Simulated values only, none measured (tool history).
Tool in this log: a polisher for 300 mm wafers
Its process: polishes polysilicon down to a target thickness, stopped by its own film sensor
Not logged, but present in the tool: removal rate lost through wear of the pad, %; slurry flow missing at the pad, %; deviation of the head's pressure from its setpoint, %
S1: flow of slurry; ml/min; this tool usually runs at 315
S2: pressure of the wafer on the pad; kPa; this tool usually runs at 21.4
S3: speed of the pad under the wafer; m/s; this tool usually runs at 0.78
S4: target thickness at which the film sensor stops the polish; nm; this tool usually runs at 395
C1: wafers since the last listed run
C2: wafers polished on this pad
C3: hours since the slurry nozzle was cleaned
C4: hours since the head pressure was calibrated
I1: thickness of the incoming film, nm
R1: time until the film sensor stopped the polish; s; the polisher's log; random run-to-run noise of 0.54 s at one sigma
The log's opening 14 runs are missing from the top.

{"hour": 180.9, "done": "head pressure recalibrated"}
{"run": 15, "hour": 183.5, "S1": 315, "S2": 21.4, "S3": 0.78, "S4": 395, "C1": 108, "C2": 272, "C3": 481, "C4": 2.6, "I1": 670.6, "R1": 49.9}
{"run": 16, "hour": 209.4, "S1": 315, "S2": 21.4, "S3": 0.78, "S4": 395, "C1": 189, "C2": 462, "C3": 506.9, "C4": 28.5, "I1": 656.5, "R1": 47.5}
{"hour": 224.0, "done": "worn pad replaced by a new one, of another model than before"}
{"run": 17, "hour": 227.3, "S1": 315, "S2": 21.4, "S3": 0.78, "S4": 395, "C1": 101, "C2": 24, "C3": 524.8, "C4": 46.4, "I1": 662.4, "R1": 47.4}
{"run": 18, "hour": 235.2, "S1": 315, "S2": 21.4, "S3": 0.68, "S4": 395, "C1": 57, "C2": 81, "C3": 532.7, "C4": 54.3, "I1": 662.7, "R1": 51}
{"run": 19, "hour": 244.4, "S1": 315, "S2": 19.3, "S3": 0.62, "S4": 395, "C1": 67, "C2": 149, "C3": 541.9, "C4": 63.5, "I1": 659.1, "R1": 58.6}
{"run": 20, "hour": 251.5, "S1": 410, "S2": 26.2, "S3": 0.78, "S4": 395, "C1": 51, "C2": 201, "C3": 549, "C4": 70.6, "I1": 656.2, "R1": 37.8}
{"run": 21, "hour": 261.9, "S1": 315, "S2": 21.4, "S3": 0.78, "S4": 395, "C1": 76, "C2": 277, "C3": 559.4, "C4": 81, "I1": 657, "R1": 46.4}
{"run": 22, "hour": 269.1, "S1": 315, "S2": 21.4, "S3": 0.78, "S4": 395, "C1": 52, "C2": 329, "C3": 566.6, "C4": 88.2, "I1": 664, "R1": 48.3}
{"hour": 283.4, "done": "slurry nozzle cleaned"}
{"run": 23, "hour": 286.2, "S1": 315, "S2": 21.4, "S3": 0.62, "S4": 395, "C1": 117, "C2": 447, "C3": 2.8, "C4": 105.3, "I1": 663.1, "R1": 57.5}
{"hour": 304.5, "done": "worn pad replaced by a new one"}
{"run": 24, "hour": 305.0, "S1": 315, "S2": 24.1, "S3": 0.78, "S4": 440, "C1": 108, "C2": 3, "C3": 21.6, "C4": 124.1, "I1": 647.3, "R1": 31.2}
{"run": 25, "hour": 319.3, "S1": 315, "S2": 21.4, "S3": 0.78, "S4": 361, "C1": 104, "C2": 108, "C3": 35.9, "C4": 138.4, "I1": 650.5, "R1": 48.9}
{"run": 26, "hour": 326.2, "S1": 285, "S2": 21.4, "S3": 0.78, "S4": 422, "C1": 50, "C2": 158, "C3": 42.8, "C4": 145.3, "I1": 661.5, "R1": 41.7}
{"run": 27, "hour": 342.1, "S1": 315, "S2": 21.4, "S3": 0.78, "S4": 395, "C1": 116, "C2": 275, "C3": 58.7, "C4": 161.2, "I1": 658.2, "R1": 46.2}
{"run": 28, "hour": 359.7, "S1": 415, "S2": 16.5, "S3": 0.78, "S4": 340, "C1": 128, "C2": 403, "C3": 76.3, "C4": 178.8, "I1": 652.9, "R1": 68.8}
{"run": 29, "hour": 371.8, "S1": 360, "S2": 21.4, "S3": 0.78, "S4": 395, "C1": 88, "C2": 492, "C3": 88.4, "C4": 190.9, "I1": 655.5, "R1": 47}
{"run": 30, "hour": 384.7, "S1": 285, "S2": 21.4, "S3": 0.78, "S4": 422, "C1": 94, "C2": 586, "C3": 101.3, "C4": 203.8, "I1": 649.6, "R1": 44.5}
{"run": 31, "hour": 393.6, "S1": 315, "S2": 25.5, "S3": 0.96, "S4": 341, "C1": 65, "C2": 651, "C3": 110.2, "C4": 212.7, "I1": 664.6, "R1": 47.1}
{"hour": 399.2, "done": "worn pad replaced by a new one"}
{"run": 32, "hour": 410.3, "S1": 315, "S2": 21.4, "S3": 0.56, "S4": 395, "C1": 92, "C2": 81, "C3": 126.9, "C4": 229.4, "I1": 667.2, "R1": 59.4}
{"run": 33, "hour": 422.2, "S1": 365, "S2": 21.4, "S3": 0.7, "S4": 357, "C1": 87, "C2": 168, "C3": 138.8, "C4": 241.3, "I1": 648, "R1": 55}
{"run": 34, "hour": 432.5, "S1": 270, "S2": 21.4, "S3": 0.6, "S4": 395, "C1": 75, "C2": 243, "C3": 149.1, "C4": 251.6, "I1": 673.3, "R1": 59.6}

Here are 5 independent what-if runs from the current tool condition. What would each one return?
{"run": "A", "hour": 432.9, "S1": 315, "S2": 21.4, "S3": 0.78, "S4": 424, "C1": 2, "C2": 246, "C3": 149.5, "C4": 252, "I1": 656.8, "R1": "?"}
{"run": "B", "hour": 432.9, "S1": 315, "S2": 18.6, "S3": 0.78, "S4": 466, "C1": 2, "C2": 246, "C3": 149.5, "C4": 252, "I1": 656.8, "R1": "?"}
{"run": "C", "hour": 432.9, "S1": 270, "S2": 13.8, "S3": 0.7, "S4": 341, "C1": 2, "C2": 246, "C3": 149.5, "C4": 252, "I1": 656.8, "R1": "?"}
{"run": "D", "hour": 432.9, "S1": 380, "S2": 24.8, "S3": 0.94, "S4": 395, "C1": 2, "C2": 246, "C3": 149.5, "C4": 252, "I1": 656.8, "R1": "?"}
{"run": "E", "hour": 432.9, "S1": 410, "S2": 21.4, "S3": 1.04, "S4": 395, "C1": 2, "C2": 246, "C3": 149.5, "C4": 252, "I1": 656.8, "R1": "?"}

run=A R1=42.5
run=B R1=39.4
run=C R1=91.7
run=D R1=36.5
run=E R1=38.7
Take away the tool's hidden state, keep each run's random variation, and the runs would have read:
run=A R1=40.8
run=B R1=37.8
run=C R1=88
run=D R1=35
run=E R1=37.2

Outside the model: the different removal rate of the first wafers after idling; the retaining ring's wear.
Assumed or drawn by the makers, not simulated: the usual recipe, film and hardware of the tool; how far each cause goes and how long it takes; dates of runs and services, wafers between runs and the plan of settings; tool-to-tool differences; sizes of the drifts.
